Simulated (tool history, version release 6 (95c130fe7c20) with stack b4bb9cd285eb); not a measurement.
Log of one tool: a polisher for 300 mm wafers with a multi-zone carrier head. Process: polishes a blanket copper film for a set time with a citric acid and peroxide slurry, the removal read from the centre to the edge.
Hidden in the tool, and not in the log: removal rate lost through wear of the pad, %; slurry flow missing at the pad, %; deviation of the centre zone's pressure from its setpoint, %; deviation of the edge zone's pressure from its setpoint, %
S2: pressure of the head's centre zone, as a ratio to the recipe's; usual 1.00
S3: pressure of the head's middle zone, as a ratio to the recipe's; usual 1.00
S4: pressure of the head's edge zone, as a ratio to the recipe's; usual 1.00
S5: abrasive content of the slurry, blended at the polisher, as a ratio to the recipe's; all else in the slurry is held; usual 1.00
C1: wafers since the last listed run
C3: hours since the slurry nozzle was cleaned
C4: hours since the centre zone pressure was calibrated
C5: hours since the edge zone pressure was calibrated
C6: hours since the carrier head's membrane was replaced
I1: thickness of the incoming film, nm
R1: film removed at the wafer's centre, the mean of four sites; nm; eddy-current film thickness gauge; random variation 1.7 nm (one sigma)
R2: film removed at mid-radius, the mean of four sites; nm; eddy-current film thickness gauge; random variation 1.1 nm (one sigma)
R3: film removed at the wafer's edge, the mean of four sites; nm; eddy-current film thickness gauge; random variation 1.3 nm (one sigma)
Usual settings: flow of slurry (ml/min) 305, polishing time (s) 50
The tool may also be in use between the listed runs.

{"run": 1, "day": 0.0, "flow of slurry (ml/min)": 305, "S2": 1.0, "S3": 1.0, "S4": 1.0, "S5": 1.0, "polishing time (s)": 50, "C1": 0, "wafers polished on this pad": 379, "C3": 19.2, "C4": 224.8, "C5": 425.6, "C6": 139.4, "I1": 865.5, "R1": 148.4, "R2": 137.3, "R3": 138.8}
{"day": 0.933, "done": "edge zone pressure recalibrated"}
{"run": 2, "day": 1.112, "flow of slurry (ml/min)": 210, "S2": 1.0, "S3": 1.07, "S4": 1.0, "S5": 1.1, "polishing time (s)": 63, "C1": 302, "wafers polished on this pad": 681, "C3": 45.9, "C4": 251.5, "C5": 4.3, "C6": 166.1, "I1": 842.5, "R1": 181.1, "R2": 177.0, "R3": 173.2}
{"run": 3, "day": 1.612, "flow of slurry (ml/min)": 380, "S2": 1.05, "S3": 1.0, "S4": 1.0, "S5": 1.0, "polishing time (s)": 50, "C1": 146, "wafers polished on this pad": 828, "C3": 57.9, "C4": 263.5, "C5": 16.3, "C6": 178.1, "I1": 862.6, "R1": 161.5, "R2": 138.2, "R3": 139.6}
{"run": 4, "day": 2.446, "flow of slurry (ml/min)": 215, "S2": 1.0, "S3": 1.0, "S4": 0.97, "S5": 1.0, "polishing time (s)": 50, "C1": 244, "wafers polished on this pad": 1073, "C3": 77.9, "C4": 283.5, "C5": 36.3, "C6": 198.1, "I1": 854.8, "R1": 140.6, "R2": 130.2, "R3": 131.4}
{"run": 5, "day": 3.554, "flow of slurry (ml/min)": 305, "S2": 1.0, "S3": 1.0, "S4": 1.0, "S5": 1.0, "polishing time (s)": 65, "C1": 325, "wafers polished on this pad": 1399, "C3": 104.5, "C4": 310.1, "C5": 62.9, "C6": 224.7, "I1": 859.3, "R1": 192.1, "R2": 177.7, "R3": 178.1}
{"day": 4.858, "done": "centre zone pressure recalibrated"}
{"run": 6, "day": 4.946, "flow of slurry (ml/min)": 305, "S2": 1.0, "S3": 1.0, "S4": 1.0, "S5": 1.2, "polishing time (s)": 50, "C1": 384, "wafers polished on this pad": 1783, "C3": 137.9, "C4": 2.1, "C5": 96.3, "C6": 258.1, "I1": 862.9, "R1": 143.8, "R2": 144.4, "R3": 145.9}
{"day": 6.367, "done": "worn pad replaced by a new one, of another model than before"}
{"run": 7, "day": 6.388, "flow of slurry (ml/min)": 305, "S2": 1.0, "S3": 1.0, "S4": 1.0, "S5": 1.0, "polishing time (s)": 50, "C1": 374, "wafers polished on this pad": 6, "C3": 172.5, "C4": 36.7, "C5": 130.9, "C6": 292.7, "I1": 846.8, "R1": 143.4, "R2": 135.8, "R3": 137.4}
{"run": 8, "day": 7.392, "flow of slurry (ml/min)": 305, "S2": 1.0, "S3": 1.0, "S4": 1.0, "S5": 1.25, "polishing time (s)": 50, "C1": 295, "wafers polished on this pad": 301, "C3": 196.6, "C4": 60.8, "C5": 155.0, "C6": 316.8, "I1": 872.2, "R1": 151.8, "R2": 144.9, "R3": 147.4}
{"run": 9, "day": 8.808, "flow of slurry (ml/min)": 405, "S2": 1.0, "S3": 1.0, "S4": 1.0, "S5": 1.0, "polishing time (s)": 43, "C1": 416, "wafers polished on this pad": 717, "C3": 230.6, "C4": 94.8, "C5": 189.0, "C6": 350.8, "I1": 869.0, "R1": 131.4, "R2": 121.9, "R3": 121.9}
{"run": 10, "day": 10.258, "flow of slurry (ml/min)": 355, "S2": 1.09, "S3": 1.0, "S4": 1.07, "S5": 1.0, "polishing time (s)": 34, "C1": 426, "wafers polished on this pad": 1143, "C3": 265.4, "C4": 129.6, "C5": 223.8, "C6": 385.6, "I1": 864.9, "R1": 112.1, "R2": 95.3, "R3": 99.2}
{"run": 11, "day": 11.167, "flow of slurry (ml/min)": 305, "S2": 0.96, "S3": 1.0, "S4": 1.0, "S5": 1.0, "polishing time (s)": 50, "C1": 266, "wafers polished on this pad": 1410, "C3": 287.2, "C4": 151.4, "C5": 245.6, "C6": 407.4, "I1": 865.8, "R1": 142.9, "R2": 135.6, "R3": 138.2}
{"run": 12, "day": 12.242, "flow of slurry (ml/min)": 305, "S2": 0.88, "S3": 1.0, "S4": 1.0, "S5": 1.3, "polishing time (s)": 50, "C1": 315, "wafers polished on this pad": 1726, "C3": 313.0, "C4": 177.2, "C5": 271.4, "C6": 433.2, "I1": 865.5, "R1": 140.9, "R2": 148.2, "R3": 150.0}
{"run": 13, "day": 13.05, "flow of slurry (ml/min)": 305, "S2": 0.9, "S3": 0.91, "S4": 1.0, "S5": 0.8, "polishing time (s)": 42, "C1": 237, "wafers polished on this pad": 1964, "C3": 332.4, "C4": 196.6, "C5": 290.8, "C6": 452.6, "I1": 868.8, "R1": 104.3, "R2": 99.2, "R3": 108.3}
{"run": 14, "day": 14.271, "flow of slurry (ml/min)": 305, "S2": 1.0, "S3": 1.0, "S4": 1.09, "S5": 1.1, "polishing time (s)": 50, "C1": 358, "wafers polished on this pad": 2323, "C3": 361.7, "C4": 225.9, "C5": 320.1, "C6": 481.9, "I1": 858.5, "R1": 152.3, "R2": 138.3, "R3": 148.4}
{"run": 15, "day": 14.871, "flow of slurry (ml/min)": 350, "S2": 1.07, "S3": 1.05, "S4": 0.96, "S5": 1.0, "polishing time (s)": 50, "C1": 176, "wafers polished on this pad": 2499, "C3": 376.1, "C4": 240.3, "C5": 334.5, "C6": 496.3, "I1": 869.5, "R1": 163.8, "R2": 145.5, "R3": 136.5}
{"run": 16, "day": 15.817, "flow of slurry (ml/min)": 305, "S2": 1.0, "S3": 1.0, "S4": 1.0, "S5": 1.0, "polishing time (s)": 50, "C1": 277, "wafers polished on this pad": 2777, "C3": 398.8, "C4": 263.0, "C5": 357.2, "C6": 519.0, "I1": 856.2, "R1": 149.8, "R2": 138.2, "R3": 134.7}
{"day": 15.996, "done": "worn pad replaced by a new one"}
{"run": 17, "day": 16.912, "flow of slurry (ml/min)": 305, "S2": 1.0, "S3": 1.0, "S4": 1.08, "S5": 1.0, "polishing time (s)": 50, "C1": 273, "wafers polished on this pad": 269, "C3": 425.1, "C4": 289.3, "C5": 383.5, "C6": 545.3, "I1": 868.8, "R1": 147.3, "R2": 136.1, "R3": 142.9}
{"run": 18, "day": 18.283, "flow of slurry (ml/min)": 305, "S2": 1.0, "S3": 0.94, "S4": 1.09, "S5": 1.0, "polishing time (s)": 50, "C1": 402, "wafers polished on this pad": 672, "C3": 458.0, "C4": 322.2, "C5": 416.4, "C6": 578.2, "I1": 870.0, "R1": 149.4, "R2": 127.4, "R3": 145.5}
{"run": 19, "day": 18.8, "flow of slurry (ml/min)": 400, "S2": 1.0, "S3": 1.0, "S4": 1.09, "S5": 1.15, "polishing time (s)": 44, "C1": 151, "wafers polished on this pad": 823, "C3": 470.4, "C4": 334.6, "C5": 428.8, "C6": 590.6, "I1": 877.7, "R1": 143.8, "R2": 130.8, "R3": 135.6}
{"day": 19.083, "done": "centre zone pressure recalibrated"}
{"day": 19.729, "done": "edge zone pressure recalibrated"}
{"run": 20, "day": 19.75, "flow of slurry (ml/min)": 305, "S2": 1.0, "S3": 1.0, "S4": 1.0, "S5": 1.0, "polishing time (s)": 33, "C1": 230, "wafers polished on this pad": 1054, "C3": 493.2, "C4": 16.0, "C5": 0.5, "C6": 613.4, "I1": 848.6, "R1": 91.7, "R2": 89.8, "R3": 89.9}
{"day": 20.475, "done": "carrier head's membrane replaced by a new one"}
{"run": 21, "day": 20.575, "flow of slurry (ml/min)": 345, "S2": 1.0, "S3": 1.0, "S4": 0.89, "S5": 1.0, "polishing time (s)": 50, "C1": 181, "wafers polished on this pad": 1235, "C3": 513.0, "C4": 35.8, "C5": 20.3, "C6": 2.4, "I1": 861.4, "R1": 146.0, "R2": 137.1, "R3": 132.7}
{"run": 22, "day": 21.258, "flow of slurry (ml/min)": 305, "S2": 0.96, "S3": 1.0, "S4": 1.0, "S5": 1.0, "polishing time (s)": 50, "C1": 200, "wafers polished on this pad": 1436, "C3": 529.4, "C4": 52.2, "C5": 36.7, "C6": 18.8, "I1": 847.9, "R1": 137.3, "R2": 137.6, "R3": 137.0}

Forecast each of these 3 alternatives for the next run:
{"run": "A", "day": 21.275, "flow of slurry (ml/min)": 305, "S2": 1.0, "S3": 1.0, "S4": 1.0, "S5": 1.0, "polishing time (s)": 50, "C1": 4, "wafers polished on this pad": 1441, "C3": 529.8, "C4": 52.6, "C5": 37.1, "C6": 19.2, "I1": 849.2, "R1": "?", "R2": "?", "R3": "?"}
{"run": "B", "day": 21.275, "flow of slurry (ml/min)": 205, "S2": 1.0, "S3": 1.0, "S4": 1.0, "S5": 1.15, "polishing time (s)": 50, "C1": 4, "wafers polished on this pad": 1441, "C3": 529.8, "C4": 52.6, "C5": 37.1, "C6": 19.2, "I1": 849.2, "R1": "?", "R2": "?", "R3": "?"}
{"run": "C", "day": 21.275, "flow of slurry (ml/min)": 305, "S2": 1.0, "S3": 1.0, "S4": 1.0, "S5": 1.15, "polishing time (s)": 60, "C1": 4, "wafers polished on this pad": 1441, "C3": 529.8, "C4": 52.6, "C5": 37.1, "C6": 19.2, "I1": 849.2, "R1": "?", "R2": "?", "R3": "?"}

run=A R1=147.6 R2=136.7 R3=137.9
run=B R1=130.4 R2=123.1 R3=129.2
run=C R1=184.9 R2=171.2 R3=172.8
Without the tool's hidden state the same runs would have given:
run=A R1=140.2 R2=136.7 R3=137.9
run=B R1=123.8 R2=123.1 R3=129.2
run=C R1=175.5 R2=171.3 R3=172.8

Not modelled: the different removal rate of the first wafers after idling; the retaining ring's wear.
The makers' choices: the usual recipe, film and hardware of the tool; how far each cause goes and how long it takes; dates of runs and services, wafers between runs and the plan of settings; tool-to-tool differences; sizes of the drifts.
